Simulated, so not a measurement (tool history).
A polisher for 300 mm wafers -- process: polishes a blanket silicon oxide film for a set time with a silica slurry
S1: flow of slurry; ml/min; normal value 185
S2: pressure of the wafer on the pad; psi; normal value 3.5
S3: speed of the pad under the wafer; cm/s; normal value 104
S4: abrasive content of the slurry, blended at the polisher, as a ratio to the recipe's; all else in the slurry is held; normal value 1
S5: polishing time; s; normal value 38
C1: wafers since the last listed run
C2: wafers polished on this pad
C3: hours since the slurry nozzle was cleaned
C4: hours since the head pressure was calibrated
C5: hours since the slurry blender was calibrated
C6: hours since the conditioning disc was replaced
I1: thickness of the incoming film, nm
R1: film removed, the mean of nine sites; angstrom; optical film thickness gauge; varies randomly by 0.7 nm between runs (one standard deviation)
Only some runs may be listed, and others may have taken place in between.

run,day,S1,S2,S3,S4,S5,C1,C2,C3,C4,C5,C6,I1,R1
1,0,185,3.5,104,1,38,0,1137,60.4,1043.7,164.4,108.4,826.4,963
2,1.096,185,3.5,104,1,38,324,1461,86.7,1070,190.7,134.7,817.1,958
3,1.642,220,3.5,104,1,38,161,1623,99.8,1083.1,203.8,147.8,819.1,967
# day 2.108: head pressure recalibrated
4,2.529,220,3.5,104,1,38,238,1861,121.1,10.1,225.1,169.1,838.3,981
5,3.083,220,3.5,104,1,38,164,2025,134.4,23.4,238.4,182.4,818.3,960
6,4.379,170,3.5,104,1,38,383,2409,165.5,54.5,269.5,213.5,809.1,922
# day 4.804: slurry blender recalibrated
7,5.042,185,4.7,104,1,38,171,2581,181.4,70.4,5.7,229.4,828.6,1236
# day 5.908: worn pad replaced by a new one
8,6.333,210,4.1,80,1,38,333,125,212.4,101.4,36.7,260.4,817.9,986
9,8.842,185,3.5,104,1,38,742,868,272.6,161.6,96.9,320.6,819.7,971
10,9.433,240,4.5,104,0.8,43,175,1043,286.8,175.8,111.1,334.8,833.3,1323
11,10.025,185,3.5,104,1,38,175,1219,301,190,125.3,349,817,965
# day 10.421: conditioning disc replaced and pad reconditioned
12,11.442,185,3.5,104,1,38,394,1614,335,224,159.3,24.5,826.6,950
13,12.646,185,3.5,104,1,38,356,1970,363.9,252.9,188.2,53.4,814.4,946
14,13.3,185,3.5,104,0.8,38,193,2164,379.6,268.6,203.9,69.1,815.1,853
15,14.075,185,3.5,104,1,38,229,2393,398.2,287.2,222.5,87.7,804.5,936
# day 14.329: worn pad replaced by a new one
16,15.188,185,3.5,104,1,38,280,253,424.9,313.9,249.2,114.4,806,1001
# day 15.492: slurry blender recalibrated
17,15.804,145,3.9,104,0.7,33,157,411,439.7,328.7,7.5,129.2,820.8,769
18,17.308,185,3.5,104,1,38,445,857,475.8,364.8,43.6,165.3,812.6,979
19,17.825,185,3.5,104,1.1,38,153,1010,488.2,377.2,56,177.7,823.3,1012
20,19.096,225,4.3,124,0.85,38,376,1386,518.7,407.7,86.5,208.2,816.2,1283
21,20.133,185,3.5,120,0.7,38,307,1693,543.6,432.6,111.4,233.1,820.7,901
22,21.354,185,3.5,104,1,38,361,2055,572.9,461.9,140.7,262.4,830.1,942
23,21.892,185,2.6,104,1,38,159,2214,585.8,474.8,153.6,275.3,807.7,699
# day 22.671: worn pad replaced by a new one
24,22.738,215,4.6,104,0.85,49,201,19,606.1,495.1,173.9,295.6,816.9,1610
25,23.883,185,4.3,104,1,30,339,358,633.6,522.6,201.4,323.1,828,951
26,25.2,225,3.5,132,1,49,389,748,665.2,554.2,233,354.7,811.3,1538

For some of the steps in R1 from one run to the next: how much would appear even if the tool had no hidden state, given the settings, what came in and random variation, and how much remains for the hidden state plus any gauge scatter that the measured result and the result without hidden state don't share?
Hidden state present: removal rate lost through wear of the pad, %; slurry flow missing at the pad, %; deviation of the head's pressure from its setpoint, %; abrasive missing from the slurry, %; time polished since the conditioner stopped cutting, s.
Run 7 -> 8: S1 185 -> 210, S2 4.7 -> 4.1, S3 104 -> 80, worn pad replaced by a new one. R1 -250 angstrom: hidden state +86, all else -336.
Run 15 -> 16: worn pad replaced by a new one. R1 +65 angstrom: hidden state +54, all else +11.
Run 23 -> 24: S1 185 -> 215, S2 2.6 -> 4.6, S4 1 -> 0.85, S5 38 -> 49, worn pad replaced by a new one. R1 +911 angstrom: hidden state +32, all else +879.
Run 24 -> 25: S1 215 -> 185, S2 4.6 -> 4.3, S4 0.85 -> 1, S5 49 -> 30. R1 -659 angstrom: hidden state -5, all else -654.
